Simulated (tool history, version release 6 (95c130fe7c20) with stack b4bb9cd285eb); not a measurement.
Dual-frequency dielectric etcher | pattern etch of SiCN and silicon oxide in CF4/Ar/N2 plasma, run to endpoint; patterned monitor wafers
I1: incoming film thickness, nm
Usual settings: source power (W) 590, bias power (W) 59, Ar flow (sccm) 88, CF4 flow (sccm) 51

{"run": 1, "hour": 0.0, "source power (W)": 590, "bias power (W)": 59, "Ar flow (sccm)": 88, "CF4 flow (sccm)": 51, "I1": 10.12, "endpoint time (s)": 10.5}
{"run": 2, "hour": 13.7, "source power (W)": 590, "bias power (W)": 59, "Ar flow (sccm)": 88, "CF4 flow (sccm)": 51, "I1": 10.29, "endpoint time (s)": 10.6}
{"run": 3, "hour": 25.7, "source power (W)": 590, "bias power (W)": 59, "Ar flow (sccm)": 88, "CF4 flow (sccm)": 51, "I1": 10.09, "endpoint time (s)": 10.5}
{"run": 4, "hour": 42.8, "source power (W)": 590, "bias power (W)": 59, "Ar flow (sccm)": 88, "CF4 flow (sccm)": 51, "I1": 10.23, "endpoint time (s)": 10.5}
{"run": 5, "hour": 51.8, "source power (W)": 590, "bias power (W)": 59, "Ar flow (sccm)": 75, "CF4 flow (sccm)": 51, "I1": 10.16, "endpoint time (s)": 10.3}
{"run": 6, "hour": 63.8, "source power (W)": 590, "bias power (W)": 59, "Ar flow (sccm)": 75, "CF4 flow (sccm)": 51, "I1": 10.28, "endpoint time (s)": 10.3}
{"run": 7, "hour": 75.5, "source power (W)": 590, "bias power (W)": 59, "Ar flow (sccm)": 88, "CF4 flow (sccm)": 51, "I1": 10.28, "endpoint time (s)": 10.7}
{"run": 8, "hour": 92.6, "source power (W)": 590, "bias power (W)": 59, "Ar flow (sccm)": 88, "CF4 flow (sccm)": 51, "I1": 10.18, "endpoint time (s)": 10.6}
{"run": 9, "hour": 110.0, "source power (W)": 590, "bias power (W)": 59, "Ar flow (sccm)": 88, "CF4 flow (sccm)": 51, "I1": 10.19, "endpoint time (s)": 10.6}
{"hour": 116.5, "done": "Ar flow controller replaced"}
{"run": 10, "hour": 117.0, "source power (W)": 590, "bias power (W)": 59, "Ar flow (sccm)": 88, "CF4 flow (sccm)": 51, "I1": 10.21, "endpoint time (s)": 10.6}
{"run": 11, "hour": 131.2, "source power (W)": 590, "bias power (W)": 59, "Ar flow (sccm)": 88, "CF4 flow (sccm)": 51, "I1": 10.18, "endpoint time (s)": 10.6}
{"hour": 157.5, "done": "source power generator calibrated"}
{"hour": 159.9, "done": "wet clean of the chamber"}
{"run": 12, "hour": 160.4, "source power (W)": 590, "bias power (W)": 59, "Ar flow (sccm)": 88, "CF4 flow (sccm)": 51, "I1": 10.26, "endpoint time (s)": 10.0}
{"run": 13, "hour": 160.8, "source power (W)": 590, "bias power (W)": 59, "Ar flow (sccm)": 88, "CF4 flow (sccm)": 46, "I1": 10.1, "endpoint time (s)": 10.1}
{"run": 14, "hour": 162.5, "source power (W)": 590, "bias power (W)": 74, "Ar flow (sccm)": 88, "CF4 flow (sccm)": 45, "I1": 10.21, "endpoint time (s)": 9.4}
{"run": 15, "hour": 169.7, "source power (W)": 590, "bias power (W)": 59, "Ar flow (sccm)": 88, "CF4 flow (sccm)": 51, "I1": 10.11, "endpoint time (s)": 10.0}
{"hour": 195.8, "done": "CF4 flow controller replaced"}
{"hour": 206.2, "done": "upper electrode replaced"}
{"run": 16, "hour": 206.7, "source power (W)": 590, "bias power (W)": 59, "Ar flow (sccm)": 88, "CF4 flow (sccm)": 51, "I1": 10.28, "endpoint time (s)": 10.2}
{"run": 17, "hour": 207.0, "source power (W)": 700, "bias power (W)": 53, "Ar flow (sccm)": 88, "CF4 flow (sccm)": 60, "I1": 10.28, "endpoint time (s)": 9.3}
{"run": 18, "hour": 207.3, "source power (W)": 520, "bias power (W)": 59, "Ar flow (sccm)": 88, "CF4 flow (sccm)": 51, "I1": 10.31, "endpoint time (s)": 10.8}
{"run": 19, "hour": 217.7, "source power (W)": 700, "bias power (W)": 59, "Ar flow (sccm)": 88, "CF4 flow (sccm)": 40, "I1": 10.2, "endpoint time (s)": 9.6}
{"run": 20, "hour": 233.7, "source power (W)": 590, "bias power (W)": 59, "Ar flow (sccm)": 88, "CF4 flow (sccm)": 51, "I1": 10.14, "endpoint time (s)": 10.0}
{"hour": 239.4, "done": "bias power generator calibrated"}
{"run": 21, "hour": 240.7, "source power (W)": 590, "bias power (W)": 46, "Ar flow (sccm)": 88, "CF4 flow (sccm)": 51, "I1": 10.21, "endpoint time (s)": 10.9}
{"run": 22, "hour": 257.1, "source power (W)": 450, "bias power (W)": 74, "Ar flow (sccm)": 81, "CF4 flow (sccm)": 48, "I1": 10.18, "endpoint time (s)": 10.6}
{"run": 23, "hour": 271.6, "source power (W)": 590, "bias power (W)": 59, "Ar flow (sccm)": 88, "CF4 flow (sccm)": 51, "I1": 10.15, "endpoint time (s)": 10.1}
{"run": 24, "hour": 279.4, "source power (W)": 680, "bias power (W)": 59, "Ar flow (sccm)": 88, "CF4 flow (sccm)": 51, "I1": 10.26, "endpoint time (s)": 9.5}
{"run": 25, "hour": 310.1, "source power (W)": 590, "bias power (W)": 59, "Ar flow (sccm)": 88, "CF4 flow (sccm)": 51, "I1": 10.2, "endpoint time (s)": 10.1}

Forecast each of these 3 alternatives for the next run:
{"run": "A", "hour": 310.5, "source power (W)": 590, "bias power (W)": 59, "Ar flow (sccm)": 100, "CF4 flow (sccm)": 51, "I1": 10.13, "endpoint time (s)": "?"}
{"run": "B", "hour": 310.5, "source power (W)": 590, "bias power (W)": 55, "Ar flow (sccm)": 107, "CF4 flow (sccm)": 51, "I1": 10.13, "endpoint time (s)": "?"}
{"run": "C", "hour": 310.5, "source power (W)": 590, "bias power (W)": 59, "Ar flow (sccm)": 88, "CF4 flow (sccm)": 47, "I1": 10.13, "endpoint time (s)": "?"}

run=A endpoint_time_(s)=10.2
run=B endpoint_time_(s)=10.6
run=C endpoint_time_(s)=10.1
Without the tool's hidden state the same runs would have given:
run=A endpoint_time_(s)=10.2
run=B endpoint_time_(s)=10.5
run=C endpoint_time_(s)=10.0

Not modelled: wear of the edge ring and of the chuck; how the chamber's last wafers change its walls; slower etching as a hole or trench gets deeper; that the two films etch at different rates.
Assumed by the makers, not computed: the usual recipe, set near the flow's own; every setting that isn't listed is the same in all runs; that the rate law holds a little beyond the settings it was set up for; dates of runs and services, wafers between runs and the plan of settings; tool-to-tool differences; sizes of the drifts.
